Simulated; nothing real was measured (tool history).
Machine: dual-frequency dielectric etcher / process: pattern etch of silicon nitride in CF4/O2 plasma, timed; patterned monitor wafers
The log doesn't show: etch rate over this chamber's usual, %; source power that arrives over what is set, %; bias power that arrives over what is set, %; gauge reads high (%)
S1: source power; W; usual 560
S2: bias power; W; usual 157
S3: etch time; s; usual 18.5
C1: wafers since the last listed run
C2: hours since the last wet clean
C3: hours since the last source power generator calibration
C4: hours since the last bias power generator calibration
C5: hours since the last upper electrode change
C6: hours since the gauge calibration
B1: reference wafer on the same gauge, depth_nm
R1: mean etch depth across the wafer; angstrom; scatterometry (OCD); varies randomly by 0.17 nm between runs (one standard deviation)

run	day	S1	S2	S3	C1	C2	C3	C4	C5	C6	B1	R1
1	0	560	157	18.5	0	327.4	1960.4	2417.3	2494.8	294.7	33.63	403.9
2	0.738	560	157	18.5	203	345.1	1978.1	2435	2512.5	312.4	33.55	407.5
3	1.092	560	157	17	97	353.6	1986.6	2443.5	2521	320.9	33.54	372.8
# day 2.483: gauge calibrated
# day 2.725: wet clean of the chamber
# day 3.167: upper electrode replaced
4	3.188	560	157	20	180	11.1	2036.9	2493.8	0.5	16.9	33.6	428.4
5	3.2	640	157	18.5	3	11.4	2037.2	2494.1	0.8	17.2	33.63	455.7
6	3.212	640	157	18.5	3	11.7	2037.5	2494.4	1.1	17.5	33.66	453.9
7	3.65	560	157	18.5	120	22.2	2048	2504.9	11.6	28	33.61	396.7
8	4.3	560	157	18.5	179	37.8	2063.6	2520.5	27.2	43.6	33.55	398.4
9	4.712	560	157	18.5	113	47.7	2073.5	2530.4	37.1	53.5	33.66	399.6
10	5.242	560	135	18.5	146	60.4	2086.2	2543.1	49.8	66.2	33.58	377.7
# day 5.854: bias power generator calibrated
11	5.875	560	135	18.5	128	75.6	2101.4	0.5	65	81.4	33.66	375.9
12	6.45	520	157	18.5	158	89.4	2115.2	14.3	78.8	95.2	33.62	371.3
# day 6.871: source power generator calibrated
13	6.892	560	157	18.5	75	100	0.5	24.9	89.4	105.8	33.57	398.4
14	7.538	510	194	15	178	115.5	16	40.4	104.9	121.3	33.58	319.2
15	8.233	610	122	16	192	132.2	32.7	57.1	121.6	138	33.58	349.5

Predict the results of run 16:
16	8.642	560	157	18.5	112	142	42.5	66.9	131.4	147.8	?	?

B1: 33.64
R1: 403.3 angstrom
With the hidden condition absent and the run-to-run variation left alone, this run would have shown R1 398.1 angstrom.
